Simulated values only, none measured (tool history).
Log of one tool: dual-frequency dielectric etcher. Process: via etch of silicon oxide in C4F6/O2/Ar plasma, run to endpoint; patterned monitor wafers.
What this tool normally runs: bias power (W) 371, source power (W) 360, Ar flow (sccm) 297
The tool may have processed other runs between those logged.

run,day,bias power (W),source power (W),Ar flow (sccm),wafers since the last listed run,hours since the last wet clean,hours since the last bias power generator calibration,hours since the last source power generator calibration,hours since the last Ar flow controller change,hours since the last upper electrode change,"incoming incoming film thickness, nm",endpoint time (s)
1,0.000,371,400,297,0,335.8,3290.2,4210.1,3252.7,2003.5,97.9,25.8
2,0.746,371,400,297,174,353.7,3308.1,4228.0,3270.6,2021.4,97.9,25.9
3,1.108,371,400,297,84,362.4,3316.8,4236.7,3279.3,2030.1,98.1,25.8
4,1.379,371,360,297,63,368.9,3323.3,4243.2,3285.8,2036.6,98.1,26.6
5,1.954,371,360,297,134,382.7,3337.1,4257.0,3299.6,2050.4,98.0,26.9
# day 3.329: wet clean of the chamber
6,3.350,371,360,297,92,0.5,3370.6,4290.5,3333.1,2083.9,98.5,26.2
7,3.367,371,360,297,3,0.9,3371.0,4290.9,3333.5,2084.3,98.6,26.0
8,3.379,371,360,331,2,1.2,3371.3,4291.2,3333.8,2084.6,97.7,26.1
9,3.929,371,360,331,128,14.4,3384.5,4304.4,3347.0,2097.8,98.0,26.1
10,4.267,371,360,359,78,22.5,3392.6,4312.5,3355.1,2105.9,97.6,26.4
11,4.617,371,360,297,81,30.9,3401.0,4320.9,3363.5,2114.3,97.8,25.7
# day 4.988: bias power generator calibrated
# day 5.500: source power generator calibrated
12,6.483,416,360,297,358,75.7,35.9,23.6,3408.3,2159.1,98.0,24.5
# day 7.083: Ar flow controller replaced
# day 7.738: upper electrode replaced
13,7.758,442,290,358,86,106.3,66.5,54.2,16.2,0.5,98.2,25.9
14,7.771,371,360,297,2,106.6,66.8,54.5,16.5,0.8,97.5,26.1
15,8.217,371,360,297,104,117.3,77.5,65.2,27.2,11.5,98.3,26.3
16,8.917,371,360,331,163,134.1,94.3,82.0,44.0,28.3,98.7,26.6
17,9.412,438,360,361,115,146.0,106.2,93.9,55.9,40.2,99.7,24.8
18,9.804,371,410,297,91,155.4,115.6,103.3,65.3,49.6,97.8,25.1
19,10.254,343,360,235,105,166.2,126.4,114.1,76.1,60.4,99.2,27.1

Consider 3 possible next runs. They are alternatives, not a sequence: every one starts from the tool as it was left by run 19. What does each give?
A,10.271,371,450,297,3,166.6,126.8,114.5,76.5,60.8,98.4,?
B,10.271,396,360,297,3,166.6,126.8,114.5,76.5,60.8,98.4,?
C,10.271,302,360,240,3,166.6,126.8,114.5,76.5,60.8,98.4,?

run,endpoint time (s)
A,24.5
B,25.4
C,28.7
Without the tool's unlogged condition, the same runs would have read:
run,endpoint time (s)
A,24.3
B,25.1
C,28.4

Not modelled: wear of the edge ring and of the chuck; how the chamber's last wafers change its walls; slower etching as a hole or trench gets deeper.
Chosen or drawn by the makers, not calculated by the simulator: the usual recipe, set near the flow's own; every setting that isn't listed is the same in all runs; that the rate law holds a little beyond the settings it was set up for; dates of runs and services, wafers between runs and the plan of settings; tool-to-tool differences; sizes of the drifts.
